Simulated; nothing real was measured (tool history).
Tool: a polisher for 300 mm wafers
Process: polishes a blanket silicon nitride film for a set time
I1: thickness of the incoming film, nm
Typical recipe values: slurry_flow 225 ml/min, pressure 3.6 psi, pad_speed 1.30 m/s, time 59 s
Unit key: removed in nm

Run 1, day 0.000: usual settings but slurry_flow 195 ml/min, time 43 s; I1 373.7. Result: removed 86.2 nm.
Run 2, day 1.350: usual settings but slurry_flow 195 ml/min, time 43 s; I1 370.1. Result: removed 85.4 nm.
Run 3, day 3.862: usual settings but slurry_flow 280 ml/min, time 51 s; I1 368.8. Result: removed 104.2 nm.
Run 4, day 5.129: usual settings but pressure 4.3 psi; I1 371.3. Result: removed 134.2 nm.
Run 5, day 11.054: usual settings but pressure 4.3 psi; I1 369.0. Result: removed 134.2 nm.
Run 6, day 12.588: usual settings but pressure 4.3 psi; I1 363.8. Result: removed 133.5 nm.
At day 13.950: worn pad replaced by a new one.
Run 7, day 15.462: usual settings; I1 376.5. Result: removed 116.2 nm.
At day 15.767: slurry nozzle cleaned.
Run 8, day 17.475: usual settings; I1 368.7. Result: removed 115.8 nm.
Run 9, day 19.733: usual settings but slurry_flow 200 ml/min; I1 370.1. Result: removed 114.0 nm.
Run 10, day 21.679: usual settings; I1 373.4. Result: removed 114.9 nm.
Run 11, day 23.854: usual settings; I1 375.8. Result: removed 116.5 nm.
Run 12, day 26.167: usual settings; I1 370.5. Result: removed 115.5 nm.
At day 28.796: worn pad replaced by a new one.
Run 13, day 33.388: usual settings; I1 371.1. Result: removed 113.1 nm.
Run 14, day 36.250: usual settings; I1 368.3. Result: removed 114.2 nm.
Run 15, day 40.242: usual settings; I1 372.7. Result: removed 115.4 nm.
Run 16, day 41.446: usual settings; I1 370.2. Result: removed 114.9 nm.
At day 41.883: worn pad replaced by a new one.
Run 17, day 43.733: usual settings but slurry_flow 280 ml/min, pressure 4.5 psi, pad_speed 1.70 m/s, time 49 s; I1 369.8. Result: removed 138.2 nm.
Run 18, day 46.588: usual settings but slurry_flow 300 ml/min, time 65 s; I1 371.0. Result: removed 130.2 nm.
At day 49.258: slurry nozzle cleaned.
Run 19, day 49.283: usual settings but pad_speed 1.46 m/s, time 66 s; I1 370.8. Result: removed 139.8 nm.
Run 20, day 51.054: usual settings; I1 374.9. Result: removed 114.0 nm.
At day 53.208: head pressure recalibrated.
Run 21, day 53.658: usual settings but slurry_flow 180 ml/min, pressure 4.1 psi, time 47 s; I1 364.2. Result: removed 94.9 nm.
Run 22, day 55.496: usual settings but slurry_flow 285 ml/min, pad_speed 1.48 m/s, time 50 s; I1 372.3. Result: removed 106.2 nm.
At day 56.379: worn pad replaced by a new one.
Run 23, day 57.458: usual settings but pad_speed 1.56 m/s; I1 368.6. Result: removed 126.2 nm.
Run 24, day 59.821: usual settings but slurry_flow 170 ml/min, pressure 4.2 psi, pad_speed 1.70 m/s, time 40 s; I1 371.2. Result: removed 98.5 nm.
Run 25, day 62.004: usual settings; I1 366.4. Result: removed 107.5 nm.
Run 26, day 63.675: usual settings but pressure 2.7 psi, pad_speed 1.56 m/s; I1 371.3. Result: removed 103.4 nm.
Run 27, day 65.008: usual settings but pad_speed 0.96 m/s; I1 372.6. Result: removed 85.6 nm.
At day 66.300: head pressure recalibrated, repeated, since the last time left the tool worse.
Run 28, day 66.888: usual settings but slurry_flow 285 ml/min, pressure 4.0 psi; I1 370.9. Result: removed 132.0 nm.
Run 29, day 68.712: usual settings but pressure 2.6 psi, pad_speed 1.42 m/s; I1 372.3. Result: removed 103.0 nm.
Run 30, day 70.746: usual settings but slurry_flow 250 ml/min, pressure 2.3 psi, pad_speed 1.54 m/s, time 52 s; I1 373.9. Result: removed 91.5 nm.
At day 71.054: worn pad replaced by a new one.
Run 31, day 71.800: usual settings but pad_speed 0.98 m/s, time 68 s; I1 368.3. Result: removed 110.5 nm.
Run 32, day 74.083: usual settings but pad_speed 1.56 m/s; I1 368.3. Result: removed 133.1 nm.
Run 33, day 76.733: usual settings but slurry_flow 255 ml/min, pressure 4.7 psi, pad_speed 1.62 m/s, time 45 s; I1 373.1. Result: removed 128.8 nm.

Consider 5 possible next runs. They are alternatives, not a sequence: every one starts from the tool as it was left by run 33. What does each give?
Run A, day 76.750: usual settings; I1 366.9. Result: removed ?.
Run B, day 76.750: usual settings but slurry_flow 145 ml/min, pressure 3.9 psi, pad_speed 0.94 m/s, time 70 s; I1 366.9. Result: removed ?.
Run C, day 76.750: usual settings but slurry_flow 190 ml/min, pressure 4.9 psi, pad_speed 0.86 m/s; I1 366.9. Result: removed ?.
Run D, day 76.750: usual settings but slurry_flow 180 ml/min, pressure 4.5 psi, time 40 s; I1 366.9. Result: removed ?.
Run E, day 76.750: usual settings but slurry_flow 165 ml/min, pressure 4.4 psi, pad_speed 0.86 m/s; I1 366.9. Result: removed ?.

run  removed
  A    117.1
  B    110.8
  C    105.1
  D     91.0
  E     96.1
With no hidden state in the tool, these same runs would have given:
run  removed
  A    120.2
  B    113.7
  C    107.9
  D     93.4
  E     98.7

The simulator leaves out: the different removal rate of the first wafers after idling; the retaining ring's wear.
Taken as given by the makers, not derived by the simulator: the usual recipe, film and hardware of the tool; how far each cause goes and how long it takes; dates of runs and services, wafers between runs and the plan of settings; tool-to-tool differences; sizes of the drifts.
